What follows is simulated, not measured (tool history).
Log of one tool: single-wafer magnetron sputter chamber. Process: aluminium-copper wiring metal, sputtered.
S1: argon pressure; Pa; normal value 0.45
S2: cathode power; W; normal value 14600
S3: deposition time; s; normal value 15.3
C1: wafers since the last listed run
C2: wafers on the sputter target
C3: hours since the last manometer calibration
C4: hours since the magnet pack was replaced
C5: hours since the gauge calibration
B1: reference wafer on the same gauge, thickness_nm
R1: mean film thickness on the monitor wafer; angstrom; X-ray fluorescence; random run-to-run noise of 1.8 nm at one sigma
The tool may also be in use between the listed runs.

{"run": 1, "day": 0.0, "S1": 0.45, "S2": 14600, "S3": 14, "C1": 0, "C2": 6826, "C3": 975.6, "C4": 8601, "C5": 802.6, "B1": 382.606, "R1": 3415.48}
{"run": 2, "day": 2.929, "S1": 0.45, "S2": 14600, "S3": 14, "C1": 1795, "C2": 8622, "C3": 1045.9, "C4": 8671.3, "C5": 872.9, "B1": 382.891, "R1": 3424.63}
{"run": 3, "day": 5.254, "S1": 0.45, "S2": 17100, "S3": 15.3, "C1": 1425, "C2": 10047, "C3": 1101.7, "C4": 8727.1, "C5": 928.7, "B1": 383.024, "R1": 4356.28}
{"run": 4, "day": 6.271, "S1": 0.45, "S2": 17100, "S3": 15.3, "C1": 623, "C2": 10670, "C3": 1126.1, "C4": 8751.5, "C5": 953.1, "B1": 382.37, "R1": 4334.29}
{"day": 9.204, "done": "sputter target and shields replaced"}
{"run": 5, "day": 9.225, "S1": 0.45, "S2": 14600, "S3": 15.3, "C1": 1606, "C2": 11, "C3": 1197, "C4": 8822.4, "C5": 1024, "B1": 382.414, "R1": 3733.17}
{"run": 6, "day": 10.425, "S1": 0.45, "S2": 14600, "S3": 15.3, "C1": 735, "C2": 747, "C3": 1225.8, "C4": 8851.2, "C5": 1052.8, "B1": 383.643, "R1": 3761.76}
{"run": 7, "day": 13.212, "S1": 0.45, "S2": 14600, "S3": 15.3, "C1": 1708, "C2": 2456, "C3": 1292.7, "C4": 8918.1, "C5": 1119.7, "B1": 383.492, "R1": 3733.26}
{"run": 8, "day": 15.858, "S1": 0.45, "S2": 14600, "S3": 15.3, "C1": 1621, "C2": 4077, "C3": 1356.2, "C4": 8981.6, "C5": 1183.2, "B1": 383.1, "R1": 3745.37}
{"run": 9, "day": 18.533, "S1": 0.45, "S2": 18000, "S3": 13.5, "C1": 1639, "C2": 5717, "C3": 1420.4, "C4": 9045.8, "C5": 1247.4, "B1": 383.029, "R1": 3969.88}
{"run": 10, "day": 20.621, "S1": 0.526, "S2": 14600, "S3": 15.3, "C1": 1279, "C2": 6997, "C3": 1470.5, "C4": 9095.9, "C5": 1297.5, "B1": 382.356, "R1": 3559.03}
{"run": 11, "day": 23.212, "S1": 0.553, "S2": 15500, "S3": 14.1, "C1": 1588, "C2": 8586, "C3": 1532.7, "C4": 9158.1, "C5": 1359.7, "B1": 382.954, "R1": 3420.54}
{"day": 25.325, "done": "magnet pack replaced"}
{"run": 12, "day": 25.35, "S1": 0.45, "S2": 17750, "S3": 15.3, "C1": 1105, "C2": 9692, "C3": 1584, "C4": 0.6, "C5": 1411, "B1": 383.093, "R1": 4429.46}
{"run": 13, "day": 28.217, "S1": 0.45, "S2": 14600, "S3": 15.3, "C1": 1757, "C2": 11449, "C3": 1652.8, "C4": 69.4, "C5": 1479.8, "B1": 383.188, "R1": 3744.41}
{"day": 28.754, "done": "sputter target and shields replaced"}
{"run": 14, "day": 30.096, "S1": 0.602, "S2": 16250, "S3": 15.3, "C1": 947, "C2": 822, "C3": 1697.9, "C4": 114.5, "C5": 1524.9, "B1": 383.854, "R1": 3722.57}
{"run": 15, "day": 31.588, "S1": 0.45, "S2": 14600, "S3": 16.4, "C1": 914, "C2": 1736, "C3": 1733.7, "C4": 150.3, "C5": 1560.7, "B1": 383.35, "R1": 3994.68}
{"day": 32.896, "done": "capacitance manometer re-zeroed and calibrated"}
{"run": 16, "day": 34.483, "S1": 0.45, "S2": 14600, "S3": 15.3, "C1": 1570, "C2": 3307, "C3": 38.1, "C4": 219.8, "C5": 1630.2, "B1": 382.872, "R1": 3834.55}
{"run": 17, "day": 36.483, "S1": 0.45, "S2": 14600, "S3": 15.3, "C1": 1226, "C2": 4533, "C3": 86.1, "C4": 267.8, "C5": 1678.2, "B1": 382.677, "R1": 3827.81}
{"run": 18, "day": 38.775, "S1": 0.45, "S2": 14600, "S3": 15.3, "C1": 1404, "C2": 5938, "C3": 141.1, "C4": 322.8, "C5": 1733.2, "B1": 382.854, "R1": 3870.73}
{"run": 19, "day": 40.204, "S1": 0.45, "S2": 14600, "S3": 15.3, "C1": 876, "C2": 6814, "C3": 175.4, "C4": 357.1, "C5": 1767.5, "B1": 382.72, "R1": 3837}
{"run": 20, "day": 41.954, "S1": 0.378, "S2": 12650, "S3": 15.3, "C1": 1072, "C2": 7887, "C3": 217.4, "C4": 399.1, "C5": 1809.5, "B1": 382.956, "R1": 3508.08}
{"run": 21, "day": 44.675, "S1": 0.617, "S2": 12500, "S3": 15.3, "C1": 1667, "C2": 9555, "C3": 282.7, "C4": 464.4, "C5": 1874.8, "B1": 383.008, "R1": 3010.21}
{"day": 46.458, "done": "gauge calibrated"}
{"day": 46.9, "done": "sputter target and shields replaced"}
{"run": 22, "day": 47.1, "S1": 0.45, "S2": 15600, "S3": 17.6, "C1": 1282, "C2": 121, "C3": 340.9, "C4": 522.6, "C5": 15.4, "B1": 383.237, "R1": 4677.99}
{"run": 23, "day": 48.175, "S1": 0.405, "S2": 12650, "S3": 16.8, "C1": 658, "C2": 780, "C3": 366.7, "C4": 548.4, "C5": 41.2, "B1": 382.459, "R1": 3783.74}
{"run": 24, "day": 49.358, "S1": 0.274, "S2": 14600, "S3": 13.8, "C1": 725, "C2": 1506, "C3": 395.1, "C4": 576.8, "C5": 69.6, "B1": 382.909, "R1": 3830.94}
{"run": 25, "day": 51.312, "S1": 0.45, "S2": 14600, "S3": 17.4, "C1": 1197, "C2": 2704, "C3": 442, "C4": 623.7, "C5": 116.5, "B1": 382.372, "R1": 4347.02}
{"run": 26, "day": 53.546, "S1": 0.45, "S2": 14600, "S3": 16.2, "C1": 1369, "C2": 4073, "C3": 495.6, "C4": 677.3, "C5": 170.1, "B1": 382.535, "R1": 4062.03}
{"run": 27, "day": 55.283, "S1": 0.399, "S2": 14600, "S3": 15.3, "C1": 1065, "C2": 5138, "C3": 537.3, "C4": 719, "C5": 211.8, "B1": 382.738, "R1": 3924.2}
{"run": 28, "day": 58.175, "S1": 0.394, "S2": 18200, "S3": 13.8, "C1": 1772, "C2": 6911, "C3": 606.7, "C4": 788.4, "C5": 281.2, "B1": 382.329, "R1": 4332.11}
{"run": 29, "day": 61.096, "S1": 0.349, "S2": 14600, "S3": 14.5, "C1": 1790, "C2": 8701, "C3": 676.8, "C4": 858.5, "C5": 351.3, "B1": 382.678, "R1": 3835.88}
{"run": 30, "day": 62.717, "S1": 0.45, "S2": 17450, "S3": 12.9, "C1": 993, "C2": 9695, "C3": 715.7, "C4": 897.4, "C5": 390.2, "B1": 382.553, "R1": 3761.32}
{"run": 31, "day": 64.383, "S1": 0.537, "S2": 12100, "S3": 12.3, "C1": 1021, "C2": 10716, "C3": 755.7, "C4": 937.4, "C5": 430.2, "B1": 382.681, "R1": 2483.39}
{"day": 65.254, "done": "sputter target and shields replaced"}
{"run": 32, "day": 65.862, "S1": 0.45, "S2": 14600, "S3": 14, "C1": 702, "C2": 373, "C3": 791.2, "C4": 972.9, "C5": 465.7, "B1": 383.143, "R1": 3488.33}
{"run": 33, "day": 67.554, "S1": 0.45, "S2": 14600, "S3": 15.3, "C1": 1037, "C2": 1410, "C3": 831.8, "C4": 1013.5, "C5": 506.3, "B1": 382.471, "R1": 3780.62}

How the hidden state differs across the entries between the runs, from the last listed run before each to the first after it:
After run 4, before run 5: sputter target and shields replaced (day 9.204)
  true argon pressure above the setpoint (%): 6.92 -> 7.3
  measured result minus the result with no hidden state, R1: -78.09 -> -70.92 angstrom
After run 11, before run 12: magnet pack replaced (day 25.325)
  true argon pressure above the setpoint (%): 9.07 -> 9.34
  measured result minus the result with no hidden state, R1: -99.22 -> -107.87 angstrom
After run 13, before run 14: sputter target and shields replaced (day 28.754)
  true argon pressure above the setpoint (%): 9.71 -> 9.94
  measured result minus the result with no hidden state, R1: -94.76 -> -128.52 angstrom
After run 15, before run 16: capacitance manometer re-zeroed and calibrated (day 32.896)
  true argon pressure above the setpoint (%): 10.1 -> -1.79
  measured result minus the result with no hidden state, R1: -105.58 -> +17.69 angstrom
After run 21, before run 22: gauge calibrated (day 46.458); sputter target and shields replaced (day 46.9)
  true argon pressure above the setpoint (%): -0.494 -> -0.186
  measured result minus the result with no hidden state, R1: +5.23 -> +2.25 angstrom
After run 31, before run 32: sputter target and shields replaced (day 65.254)
  true argon pressure above the setpoint (%): 2 -> 2.19
  measured result minus the result with no hidden state, R1: -15.37 -> -19.82 angstrom

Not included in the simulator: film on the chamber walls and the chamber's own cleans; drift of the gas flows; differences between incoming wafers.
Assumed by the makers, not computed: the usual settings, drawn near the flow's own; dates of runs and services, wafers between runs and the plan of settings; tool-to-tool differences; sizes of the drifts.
